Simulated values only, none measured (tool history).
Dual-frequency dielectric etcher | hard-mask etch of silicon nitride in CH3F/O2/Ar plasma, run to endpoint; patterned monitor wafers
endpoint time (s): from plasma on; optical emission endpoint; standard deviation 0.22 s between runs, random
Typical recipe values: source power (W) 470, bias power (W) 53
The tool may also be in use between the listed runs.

run,hour,source power (W),bias power (W),wafers since the last listed run,hours since the last wet clean,hours since the last source power generator calibration,hours since the last bias power generator calibration,hours since the last upper electrode change,"incoming incoming film thickness, nm",endpoint time (s)
1,0,470,53,0,25.4,3075,2984.8,1928.1,39.58,58.9
2,26.9,470,53,186,52.3,3101.9,3011.7,1955,39.34,58.5
3,123.5,470,53,668,148.9,3198.5,3108.3,2051.6,39.15,58.6
4,143.1,470,53,135,168.5,3218.1,3127.9,2071.2,39.28,58.6
5,161.7,470,53,128,187.1,3236.7,3146.5,2089.8,39.39,59.1
# hour 240.5: upper electrode replaced
6,251.7,470,53,456,277.1,3326.7,3236.5,11.2,39.18,58.8
7,285.6,470,53,234,311,3360.6,3270.4,45.1,39.58,59
8,310.5,470,53,172,335.9,3385.5,3295.3,70,39.3,58.9
# hour 328.3: source power generator calibrated
9,344.7,470,53,209,370.1,16.4,3329.5,104.2,39.62,59.7
10,360.8,470,53,111,386.2,32.5,3345.6,120.3,39.38,59.8
11,377.1,520,53,112,402.5,48.8,3361.9,136.6,39.58,58.3
12,405.9,470,53,199,431.3,77.6,3390.7,165.4,39.42,59.5
# hour 420.4: bias power generator calibrated
13,426.6,470,53,115,452,98.3,6.2,186.1,39.41,59.6
14,439.3,470,53,87,464.7,111,18.9,198.8,39.1,59.2
# hour 489.4: wet clean of the chamber
15,489.9,470,53,184,0.5,161.6,69.5,249.4,39.37,58.3
16,500.9,370,46,76,11.5,172.6,80.5,260.4,39.29,65.1
17,515.2,380,49,98,25.8,186.9,94.8,274.7,39.72,64.1
18,527.4,530,59,84,38,199.1,107,286.9,39.7,55.3
19,561,550,62,232,71.6,232.7,140.6,320.5,39.39,53.2
20,582,410,53,145,92.6,253.7,161.6,341.5,39.55,61.4

Run 21, settings as shown, results not yet in. Your forecast:
21,611.5,470,60,204,122.1,283.2,191.1,371,40.02,?

Logged for run 21: endpoint time (s) 57.4.
With no hidden state in the tool, this same run would have given endpoint time (s) 57.2.
